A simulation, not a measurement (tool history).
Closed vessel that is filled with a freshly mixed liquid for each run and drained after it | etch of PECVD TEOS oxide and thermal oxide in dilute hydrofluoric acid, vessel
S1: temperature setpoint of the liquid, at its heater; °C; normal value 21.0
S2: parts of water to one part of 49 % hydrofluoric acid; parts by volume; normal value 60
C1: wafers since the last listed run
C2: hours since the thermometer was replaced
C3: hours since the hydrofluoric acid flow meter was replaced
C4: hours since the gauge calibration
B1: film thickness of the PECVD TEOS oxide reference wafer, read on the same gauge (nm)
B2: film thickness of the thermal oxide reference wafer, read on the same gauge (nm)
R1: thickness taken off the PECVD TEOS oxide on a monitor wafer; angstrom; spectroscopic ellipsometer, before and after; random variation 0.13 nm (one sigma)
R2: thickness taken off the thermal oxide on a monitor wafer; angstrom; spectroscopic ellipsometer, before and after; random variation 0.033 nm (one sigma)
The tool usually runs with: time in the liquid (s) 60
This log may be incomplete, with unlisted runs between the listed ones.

{"run": 1, "hour": 0.0, "S1": 22.5, "S2": 60, "time in the liquid (s)": 60, "C1": 0, "C2": 345.8, "C3": 1695.8, "C4": 105.2, "B1": 139.97, "B2": 70.009, "R1": 269.5, "R2": 44.49}
{"run": 2, "hour": 22.1, "S1": 25.0, "S2": 60, "time in the liquid (s)": 60, "C1": 2455, "C2": 367.9, "C3": 1717.9, "C4": 127.3, "B1": 140.0, "B2": 69.975, "R1": 300.7, "R2": 50.05}
{"run": 3, "hour": 45.7, "S1": 25.0, "S2": 60, "time in the liquid (s)": 60, "C1": 2622, "C2": 391.5, "C3": 1741.5, "C4": 150.9, "B1": 140.02, "B2": 69.992, "R1": 305.1, "R2": 50.33}
{"run": 4, "hour": 57.8, "S1": 19.0, "S2": 60, "time in the liquid (s)": 35, "C1": 1344, "C2": 403.6, "C3": 1753.6, "C4": 163.0, "B1": 139.98, "B2": 69.951, "R1": 138.3, "R2": 23.2}
{"hour": 71.6, "done": "gauge calibrated"}
{"run": 5, "hour": 73.9, "S1": 21.0, "S2": 50, "time in the liquid (s)": 60, "C1": 1788, "C2": 419.7, "C3": 1769.7, "C4": 2.3, "B1": 139.99, "B2": 70.022, "R1": 315.4, "R2": 52.75}
{"run": 6, "hour": 100.2, "S1": 21.0, "S2": 50, "time in the liquid (s)": 60, "C1": 2922, "C2": 446.0, "C3": 1796.0, "C4": 28.6, "B1": 139.99, "B2": 70.023, "R1": 317.0, "R2": 52.9}
{"run": 7, "hour": 116.4, "S1": 21.0, "S2": 60, "time in the liquid (s)": 60, "C1": 1800, "C2": 462.2, "C3": 1812.2, "C4": 44.8, "B1": 140.01, "B2": 70.015, "R1": 259.6, "R2": 43.25}
{"run": 8, "hour": 136.2, "S1": 21.0, "S2": 60, "time in the liquid (s)": 60, "C1": 2200, "C2": 482.0, "C3": 1832.0, "C4": 64.6, "B1": 139.98, "B2": 70.012, "R1": 259.4, "R2": 44.0}
{"hour": 158.7, "done": "hydrofluoric acid flow meter replaced"}
{"run": 9, "hour": 161.3, "S1": 25.0, "S2": 80, "time in the liquid (s)": 60, "C1": 2677, "C2": 507.1, "C3": 2.6, "C4": 89.7, "B1": 139.98, "B2": 69.965, "R1": 224.7, "R2": 37.67}
{"run": 10, "hour": 184.9, "S1": 21.0, "S2": 60, "time in the liquid (s)": 75, "C1": 2622, "C2": 530.7, "C3": 26.2, "C4": 113.3, "B1": 140.0, "B2": 70.0, "R1": 325.5, "R2": 54.72}
{"hour": 215.8, "done": "thermometer replaced"}
{"run": 11, "hour": 219.6, "S1": 21.0, "S2": 60, "time in the liquid (s)": 60, "C1": 3744, "C2": 3.8, "C3": 60.9, "C4": 148.0, "B1": 140.0, "B2": 70.004, "R1": 243.6, "R2": 41.0}
{"run": 12, "hour": 237.4, "S1": 21.0, "S2": 60, "time in the liquid (s)": 95, "C1": 1977, "C2": 21.6, "C3": 78.7, "C4": 165.8, "B1": 140.0, "B2": 69.933, "R1": 385.1, "R2": 64.17}
{"hour": 237.9, "done": "gauge calibrated"}
{"run": 13, "hour": 270.1, "S1": 21.0, "S2": 60, "time in the liquid (s)": 85, "C1": 3633, "C2": 54.3, "C3": 111.4, "C4": 32.2, "B1": 140.0, "B2": 70.011, "R1": 347.9, "R2": 57.76}
{"run": 14, "hour": 284.2, "S1": 19.0, "S2": 60, "time in the liquid (s)": 60, "C1": 1566, "C2": 68.4, "C3": 125.5, "C4": 46.3, "B1": 139.99, "B2": 70.025, "R1": 225.3, "R2": 37.84}
{"run": 15, "hour": 297.4, "S1": 21.0, "S2": 60, "time in the liquid (s)": 60, "C1": 1466, "C2": 81.6, "C3": 138.7, "C4": 59.5, "B1": 140.0, "B2": 70.055, "R1": 245.0, "R2": 40.95}
{"run": 16, "hour": 328.0, "S1": 23.0, "S2": 85, "time in the liquid (s)": 70, "C1": 3400, "C2": 112.2, "C3": 169.3, "C4": 90.1, "B1": 140.01, "B2": 70.019, "R1": 214.3, "R2": 35.52}
{"run": 17, "hour": 356.0, "S1": 25.0, "S2": 85, "time in the liquid (s)": 40, "C1": 3111, "C2": 140.2, "C3": 197.3, "C4": 118.1, "B1": 140.0, "B2": 70.01, "R1": 133.7, "R2": 21.83}

3 options for the next run, each taken on its own from the tool as it stands now. Forecast them:
{"run": "A", "hour": 356.7, "S1": 25.5, "S2": 60, "time in the liquid (s)": 60, "C1": 77, "C2": 140.9, "C3": 198.0, "C4": 118.8, "B1": "?", "B2": "?", "R1": "?", "R2": "?"}
{"run": "B", "hour": 356.7, "S1": 24.5, "S2": 50, "time in the liquid (s)": 90, "C1": 77, "C2": 140.9, "C3": 198.0, "C4": 118.8, "B1": "?", "B2": "?", "R1": "?", "R2": "?"}
{"run": "C", "hour": 356.7, "S1": 23.0, "S2": 40, "time in the liquid (s)": 30, "C1": 77, "C2": 140.9, "C3": 198.0, "C4": 118.8, "B1": "?", "B2": "?", "R1": "?", "R2": "?"}

run=A B1=139.98 B2=69.977 R1=299.9 R2=49.45
run=B B1=139.98 B2=69.977 R1=525.7 R2=86.68
run=C B1=139.98 B2=69.977 R1=208.8 R2=34.42
What these runs would have given with no unlogged condition in the tool:
run=A R1=289.4 R2=47.72
run=B R1=507.0 R2=83.59
run=C R1=201.2 R2=33.17
